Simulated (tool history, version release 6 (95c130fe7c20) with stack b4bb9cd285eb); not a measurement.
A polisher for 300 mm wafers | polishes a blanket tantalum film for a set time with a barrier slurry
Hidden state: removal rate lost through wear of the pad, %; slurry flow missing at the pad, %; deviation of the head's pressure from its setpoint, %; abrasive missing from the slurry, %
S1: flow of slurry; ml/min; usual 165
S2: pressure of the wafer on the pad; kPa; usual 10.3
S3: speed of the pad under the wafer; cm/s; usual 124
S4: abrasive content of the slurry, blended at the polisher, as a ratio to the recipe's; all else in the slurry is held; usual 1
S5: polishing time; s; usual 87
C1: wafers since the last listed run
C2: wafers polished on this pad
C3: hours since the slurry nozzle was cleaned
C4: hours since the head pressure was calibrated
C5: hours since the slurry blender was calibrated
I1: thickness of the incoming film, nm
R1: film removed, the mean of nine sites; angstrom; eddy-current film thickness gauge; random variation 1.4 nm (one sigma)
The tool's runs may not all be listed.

Run 1, hour 0: usual settings but S2 11.7 kPa, S5 71 s; C1 0; C2 52; C3 18.4; C4 1059.8; C5 84.4; I1 476.2. Result: R1 1466 angstrom.
Run 2, hour 11.9: usual settings but S2 11.7 kPa, S5 71 s; C1 111; C2 163; C3 30.3; C4 1071.7; C5 96.3; I1 467.5. Result: R1 1495 angstrom.
Run 3, hour 23.9: usual settings; C1 112; C2 275; C3 42.3; C4 1083.7; C5 108.3; I1 477.2. Result: R1 1704 angstrom.
Run 4, hour 43.9: usual settings; C1 187; C2 462; C3 62.3; C4 1103.7; C5 128.3; I1 473.1. Result: R1 1699 angstrom.
Run 5, hour 58.1: usual settings but S3 150 cm/s, S4 1.2; C1 132; C2 595; C3 76.5; C4 1117.9; C5 142.5; I1 478.8. Result: R1 1980 angstrom.
Run 6, hour 70.1: usual settings but S3 150 cm/s, S4 1.2; C1 112; C2 707; C3 88.5; C4 1129.9; C5 154.5; I1 461.4. Result: R1 1991 angstrom.
At hour 100.8: head pressure recalibrated.
At hour 103.5: worn pad replaced by a new one, of another model than before.
Run 7, hour 109.6: usual settings; C1 325; C2 57; C3 128; C4 8.8; C5 194; I1 469.9. Result: R1 1603 angstrom.
Run 8, hour 120.2: usual settings; C1 99; C2 156; C3 138.6; C4 19.4; C5 204.6; I1 471.8. Result: R1 1630 angstrom.
Run 9, hour 126.5: usual settings but S1 135 ml/min, S2 13.1 kPa, S3 92 cm/s, S5 60 s; C1 58; C2 215; C3 144.9; C4 25.7; C5 210.9; I1 465. Result: R1 1068 angstrom.
Run 10, hour 133.6: usual settings but S2 11.7 kPa, S5 71 s; C1 66; C2 281; C3 152; C4 32.8; C5 218; I1 462.7. Result: R1 1492 angstrom.
Run 11, hour 149.1: usual settings but S3 154 cm/s, S5 112 s; C1 144; C2 426; C3 167.5; C4 48.3; C5 233.5; I1 471.2. Result: R1 2548 angstrom.
Run 12, hour 156.5: usual settings but S2 12.4 kPa, S5 62 s; C1 69; C2 496; C3 174.9; C4 55.7; C5 240.9; I1 479.4. Result: R1 1376 angstrom.
Run 13, hour 168.6: usual settings; C1 113; C2 609; C3 187; C4 67.8; C5 253; I1 469.3. Result: R1 1653 angstrom.
Run 14, hour 185.3: usual settings but S2 9 kPa, S4 0.8; C1 156; C2 765; C3 203.7; C4 84.5; C5 269.7; I1 469.7. Result: R1 1341 angstrom.
Run 15, hour 196.1: usual settings but S5 63 s; C1 100; C2 866; C3 214.5; C4 95.3; C5 280.5; I1 477. Result: R1 1200 angstrom.
At hour 213.8: slurry blender recalibrated.
At hour 218: worn pad replaced by a new one.
Run 16, hour 218.5: usual settings but S1 195 ml/min, S3 146 cm/s; C1 153; C2 4; C3 236.9; C4 117.7; C5 4.7; I1 468.8. Result: R1 1975 angstrom.
Run 17, hour 228.5: usual settings; C1 93; C2 98; C3 246.9; C4 127.7; C5 14.7; I1 466.3. Result: R1 1624 angstrom.
Run 18, hour 243.4: usual settings but S2 8.3 kPa, S4 0.9; C1 139; C2 237; C3 261.8; C4 142.6; C5 29.6; I1 469. Result: R1 1295 angstrom.
Run 19, hour 252.9: usual settings but S1 215 ml/min, S2 11.7 kPa, S5 68 s; C1 88; C2 326; C3 271.3; C4 152.1; C5 39.1; I1 460.3. Result: R1 1506 angstrom.
Run 20, hour 262.2: usual settings but S2 8.3 kPa, S3 90 cm/s, S5 77 s; C1 86; C2 413; C3 280.6; C4 161.4; C5 48.4; I1 479.4. Result: R1 882 angstrom.
Run 21, hour 272.5: usual settings but S1 140 ml/min, S2 9 kPa, S4 0.75; C1 96; C2 509; C3 290.9; C4 171.7; C5 58.7; I1 468.2. Result: R1 1317 angstrom.
Run 22, hour 284: usual settings; C1 107; C2 617; C3 302.4; C4 183.2; C5 70.2; I1 470.4. Result: R1 1657 angstrom.
Run 23, hour 298.6: usual settings; C1 136; C2 753; C3 317; C4 197.8; C5 84.8; I1 470.1. Result: R1 1684 angstrom.
Run 24, hour 306.6: usual settings but S1 215 ml/min, S3 90 cm/s, S4 0.8, S5 111 s; C1 74; C2 828; C3 325; C4 205.8; C5 92.8; I1 472.8. Result: R1 1575 angstrom.
Run 25, hour 321.3: usual settings but S3 104 cm/s; C1 137; C2 965; C3 339.7; C4 220.5; C5 107.5; I1 472.5. Result: R1 1439 angstrom.
Run 26, hour 330.7: usual settings; C1 87; C2 1053; C3 349.1; C4 229.9; C5 116.9; I1 459.9. Result: R1 1674 angstrom.
Run 27, hour 346: usual settings; C1 143; C2 1196; C3 364.4; C4 245.2; C5 132.2; I1 472.5. Result: R1 1700 angstrom.
At hour 350.3: worn pad replaced by a new one.
Run 28, hour 361.8: usual settings but S1 150 ml/min, S2 8.3 kPa, S3 166 cm/s, S4 0.8; C1 110; C2 107; C3 380.2; C4 261; C5 148; I1 473.9. Result: R1 1688 angstrom.
Run 29, hour 368.1: usual settings but S2 12.4 kPa, S4 0.85; C1 58; C2 165; C3 386.5; C4 267.3; C5 154.3; I1 477. Result: R1 1962 angstrom.
Run 30, hour 380.5: usual settings but S2 12.4 kPa, S4 0.85; C1 115; C2 281; C3 398.9; C4 279.7; C5 166.7; I1 467.7. Result: R1 1960 angstrom.
Run 31, hour 389.9: usual settings but S2 8.3 kPa; C1 87; C2 369; C3 408.3; C4 289.1; C5 176.1; I1 466.3. Result: R1 1358 angstrom.

What the log doesn't show, run by run:
removal rate lost through wear of the pad, %: 0 in every run
slurry flow missing at the pad, %: 0 in every run
abrasive missing from the slurry, %: 0 in every run
H1: deviation of the head's pressure from its setpoint, %
run    H1
  1  10.3
  2  10.3
  3  10.4
  4  10.4
  5  10.4
  6  10.4
  7  1.16
  8  1.49
  9  1.68
 10  1.89
 11  2.34
 12  2.54
 13  2.88
 14  3.32
 15  3.59
 16  4.14
 17  4.37
 18  4.71
 19  4.92
 20  5.12
 21  5.33
 22  5.57
 23  5.86
 24  6.01
 25  6.28
 26  6.45
 27  6.72
 28  6.99
 29  7.09
 30  7.29
 31  7.44

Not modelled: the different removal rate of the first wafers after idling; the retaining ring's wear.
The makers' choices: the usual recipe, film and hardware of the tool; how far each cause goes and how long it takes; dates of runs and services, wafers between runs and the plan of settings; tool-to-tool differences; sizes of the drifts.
